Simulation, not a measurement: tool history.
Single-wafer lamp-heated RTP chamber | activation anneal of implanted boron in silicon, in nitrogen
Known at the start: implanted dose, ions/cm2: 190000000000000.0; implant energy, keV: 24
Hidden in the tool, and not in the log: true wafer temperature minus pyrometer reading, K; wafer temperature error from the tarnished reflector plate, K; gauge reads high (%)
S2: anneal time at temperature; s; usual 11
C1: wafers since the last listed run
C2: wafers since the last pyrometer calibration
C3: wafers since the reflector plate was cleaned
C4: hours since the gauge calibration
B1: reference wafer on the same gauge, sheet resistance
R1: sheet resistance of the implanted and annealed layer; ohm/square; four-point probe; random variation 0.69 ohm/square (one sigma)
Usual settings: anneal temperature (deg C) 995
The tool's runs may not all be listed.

{"run": 1, "day": 0.0, "anneal temperature (deg C)": 995, "S2": 11, "C1": 0, "C2": 4100, "C3": 1776, "C4": 36.7, "B1": 475.95, "R1": 455.41}
{"run": 2, "day": 1.096, "anneal temperature (deg C)": 995, "S2": 11, "C1": 496, "C2": 4596, "C3": 2272, "C4": 63.0, "B1": 476.03, "R1": 457.03}
{"run": 3, "day": 1.621, "anneal temperature (deg C)": 995, "S2": 8, "C1": 237, "C2": 4834, "C3": 2509, "C4": 75.6, "B1": 475.88, "R1": 456.78}
{"run": 4, "day": 2.717, "anneal temperature (deg C)": 995, "S2": 8, "C1": 496, "C2": 5330, "C3": 3006, "C4": 101.9, "B1": 475.87, "R1": 456.76}
{"run": 5, "day": 3.221, "anneal temperature (deg C)": 995, "S2": 8, "C1": 228, "C2": 5558, "C3": 3234, "C4": 114.0, "B1": 476.03, "R1": 455.77}
{"run": 6, "day": 3.833, "anneal temperature (deg C)": 995, "S2": 11, "C1": 277, "C2": 5835, "C3": 3511, "C4": 128.7, "B1": 476.04, "R1": 454.89}
{"run": 7, "day": 4.667, "anneal temperature (deg C)": 983, "S2": 11, "C1": 377, "C2": 6213, "C3": 3889, "C4": 148.7, "B1": 475.91, "R1": 458.05}
{"run": 8, "day": 5.246, "anneal temperature (deg C)": 1005, "S2": 11, "C1": 262, "C2": 6475, "C3": 4151, "C4": 162.6, "B1": 475.92, "R1": 453.74}
{"day": 5.904, "done": "reflector plate cleaned"}
{"day": 9.088, "done": "pyrometer window cleaned and pyrometer calibrated"}
{"run": 9, "day": 9.583, "anneal temperature (deg C)": 995, "S2": 11, "C1": 1662, "C2": 223, "C3": 1515, "C4": 266.7, "B1": 476.12, "R1": 457.97}
{"run": 10, "day": 10.442, "anneal temperature (deg C)": 973, "S2": 11, "C1": 388, "C2": 612, "C3": 1903, "C4": 287.3, "B1": 476.01, "R1": 470.39}
{"day": 10.625, "done": "gauge calibrated"}
{"run": 11, "day": 11.892, "anneal temperature (deg C)": 995, "S2": 11, "C1": 656, "C2": 1269, "C3": 2560, "C4": 30.4, "B1": 476.17, "R1": 457.43}
{"run": 12, "day": 12.608, "anneal temperature (deg C)": 1011, "S2": 5, "C1": 324, "C2": 1593, "C3": 2885, "C4": 47.6, "B1": 476.15, "R1": 455.24}
{"run": 13, "day": 13.662, "anneal temperature (deg C)": 995, "S2": 11, "C1": 477, "C2": 2070, "C3": 3362, "C4": 72.9, "B1": 475.9, "R1": 454.96}
{"run": 14, "day": 14.721, "anneal temperature (deg C)": 1016, "S2": 11, "C1": 479, "C2": 2550, "C3": 3841, "C4": 98.3, "B1": 476.04, "R1": 452.24}
{"day": 15.667, "done": "reflector plate cleaned"}
{"run": 15, "day": 15.688, "anneal temperature (deg C)": 1013, "S2": 13, "C1": 286, "C2": 2836, "C3": 10, "C4": 121.5, "B1": 475.82, "R1": 454.21}
{"run": 16, "day": 16.625, "anneal temperature (deg C)": 1003, "S2": 17, "C1": 424, "C2": 3261, "C3": 434, "C4": 144.0, "B1": 475.94, "R1": 454.8}
{"run": 17, "day": 17.833, "anneal temperature (deg C)": 971, "S2": 8, "C1": 547, "C2": 3808, "C3": 981, "C4": 173.0, "B1": 475.94, "R1": 474.78}
{"run": 18, "day": 18.688, "anneal temperature (deg C)": 965, "S2": 8, "C1": 386, "C2": 4195, "C3": 1368, "C4": 193.5, "B1": 476.16, "R1": 479.91}

Forecast each of these 3 alternatives for the next run:
{"run": "A", "day": 18.704, "anneal temperature (deg C)": 995, "S2": 11, "C1": 7, "C2": 4202, "C3": 1375, "C4": 193.9, "B1": "?", "R1": "?"}
{"run": "B", "day": 18.704, "anneal temperature (deg C)": 995, "S2": 7, "C1": 7, "C2": 4202, "C3": 1375, "C4": 193.9, "B1": "?", "R1": "?"}
{"run": "C", "day": 18.704, "anneal temperature (deg C)": 975, "S2": 7, "C1": 7, "C2": 4202, "C3": 1375, "C4": 193.9, "B1": "?", "R1": "?"}

run=A B1=475.84 R1=455.83
run=B B1=475.84 R1=457.15
run=C B1=475.84 R1=468.79
Without the tool's hidden state the same runs would have given:
run=A R1=459.01
run=B R1=460.78
run=C R1=478.13
